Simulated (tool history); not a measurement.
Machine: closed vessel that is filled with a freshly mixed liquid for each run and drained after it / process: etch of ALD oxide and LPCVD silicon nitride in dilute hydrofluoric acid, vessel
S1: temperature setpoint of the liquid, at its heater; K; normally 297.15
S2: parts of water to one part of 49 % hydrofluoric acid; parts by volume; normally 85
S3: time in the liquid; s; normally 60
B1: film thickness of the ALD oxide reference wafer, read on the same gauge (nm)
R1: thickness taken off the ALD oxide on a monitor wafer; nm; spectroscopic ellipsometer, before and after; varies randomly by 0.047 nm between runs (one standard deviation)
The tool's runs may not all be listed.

run,day,S1,S2,S3,B1,R1
1,0.000,297.15,85,60,99.97,22.42
# day 0.175: gauge calibrated
2,0.433,297.15,85,60,100.04,22.57
3,0.971,300.15,85,60,100.04,25.31
4,1.704,297.15,85,60,99.96,22.52
5,2.054,297.15,85,60,99.96,22.54
6,2.425,297.15,85,60,99.97,22.50
# day 2.775: hydrofluoric acid flow meter replaced
7,2.796,297.15,85,60,99.99,26.80
8,3.288,297.15,85,60,99.99,26.79
9,3.733,297.15,100,60,99.98,22.36
# day 3.833: gauge calibrated
10,4.150,297.15,55,40,100.02,28.76
11,4.425,295.65,50,60,99.97,44.94
# day 4.488: thermometer replaced
12,5.058,298.65,85,60,100.00,25.22
13,5.446,297.15,85,60,99.98,23.64
14,6.025,299.65,85,60,99.99,26.16
15,6.683,292.15,85,35,100.02,11.30

5 options for the next run, each taken on its own from the tool as it stands now. Forecast them:
A,6.712,297.15,85,60,?,?
B,6.712,301.65,85,60,?,?
C,6.712,292.15,55,60,?,?
D,6.712,301.65,75,85,?,?
E,6.712,300.15,70,85,?,?

run,B1,R1
A,100.02,23.69
B,100.02,28.26
C,100.02,30.92
D,100.02,46.02
E,100.02,46.84
Take away the tool's hidden state, keep each run's random variation, and the runs would have read:
run,R1
A,23.54
B,28.09
C,30.68
D,45.74
E,46.53
